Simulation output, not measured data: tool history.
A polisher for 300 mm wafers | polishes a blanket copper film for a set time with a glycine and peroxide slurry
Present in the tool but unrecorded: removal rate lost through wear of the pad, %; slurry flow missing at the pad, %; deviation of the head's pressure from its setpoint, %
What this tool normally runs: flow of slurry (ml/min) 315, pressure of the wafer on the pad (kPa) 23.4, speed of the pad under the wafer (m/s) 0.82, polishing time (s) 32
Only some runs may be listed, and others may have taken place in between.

run,hour,flow of slurry (ml/min),pressure of the wafer on the pad (kPa),speed of the pad under the wafer (m/s),polishing time (s),wafers since the last listed run,wafers polished on this pad,hours since the slurry nozzle was cleaned,hours since the head pressure was calibrated,"incoming thickness of the incoming film, nm",film removed (angstrom)
1,0,315,23.4,0.82,32,0,177,475.3,502.7,1357.5,1669
2,67.4,315,23.4,0.82,32,979,1156,542.7,570.1,1332.4,1685
3,137.9,315,23.4,0.82,32,1024,2180,613.2,640.6,1329.9,1657
# hour 172.8: worn pad replaced by a new one
4,187.8,315,23.4,0.94,32,666,218,663.1,690.5,1337,1879
5,220.2,315,23.4,0.94,32,470,689,695.5,722.9,1327.2,1909
6,253.9,315,23.4,0.94,32,489,1178,729.2,756.6,1375.7,1883
# hour 257.2: slurry nozzle cleaned
7,318.7,315,23.4,0.82,32,926,2105,61.5,821.4,1365.9,1718
# hour 335: worn pad replaced by a new one
8,382.4,315,18.6,0.82,32,867,688,125.2,885.1,1370.3,1417
# hour 413.6: head pressure recalibrated
9,440.6,315,23.4,0.82,32,816,1504,183.4,27,1342.9,1357
# hour 489.8: worn pad replaced by a new one
10,498.5,230,23.4,0.6,32,783,126,241.3,84.9,1353.5,1090
11,561.4,315,23.4,0.82,37,913,1040,304.2,147.8,1360.7,1670
# hour 564.7: head pressure recalibrated, repeated, since the last time left the tool worse
12,599.4,235,16.5,0.56,25,523,1563,342.2,34.7,1343.5,704
# hour 634.2: worn pad replaced by a new one
13,664.4,315,23.4,0.82,32,886,438,407.2,99.7,1331.9,1592
14,711.6,390,15.9,0.82,32,685,1124,454.4,146.9,1350.6,1204
15,781,245,23.4,0.68,32,1008,2132,523.8,216.3,1358.3,1354
# hour 793.1: worn pad replaced by a new one
16,823.3,315,23.4,0.82,32,556,438,566.1,258.6,1337.3,1638

Selected run-to-run steps in film removed (angstrom), each split into two signed amounts: the part the tool would show with no hidden state at all (from settings, incoming material and random variation), and the remainder, which goes to the hidden state together with any gauge scatter not common to the measured and the hidden-state-free results:
Run 8 -> 9: pressure of the wafer on the pad (kPa) 18.6 -> 23.4, head pressure recalibrated. film removed (angstrom) -60: hidden state -275, all else +215.
Run 11 -> 12: flow of slurry (ml/min) 315 -> 235, pressure of the wafer on the pad (kPa) 23.4 -> 16.5, speed of the pad under the wafer (m/s) 0.82 -> 0.56, polishing time (s) 37 -> 25, head pressure recalibrated, repeated, since the last time left the tool worse. film removed (angstrom) -966: hidden state +176, all else -1142.

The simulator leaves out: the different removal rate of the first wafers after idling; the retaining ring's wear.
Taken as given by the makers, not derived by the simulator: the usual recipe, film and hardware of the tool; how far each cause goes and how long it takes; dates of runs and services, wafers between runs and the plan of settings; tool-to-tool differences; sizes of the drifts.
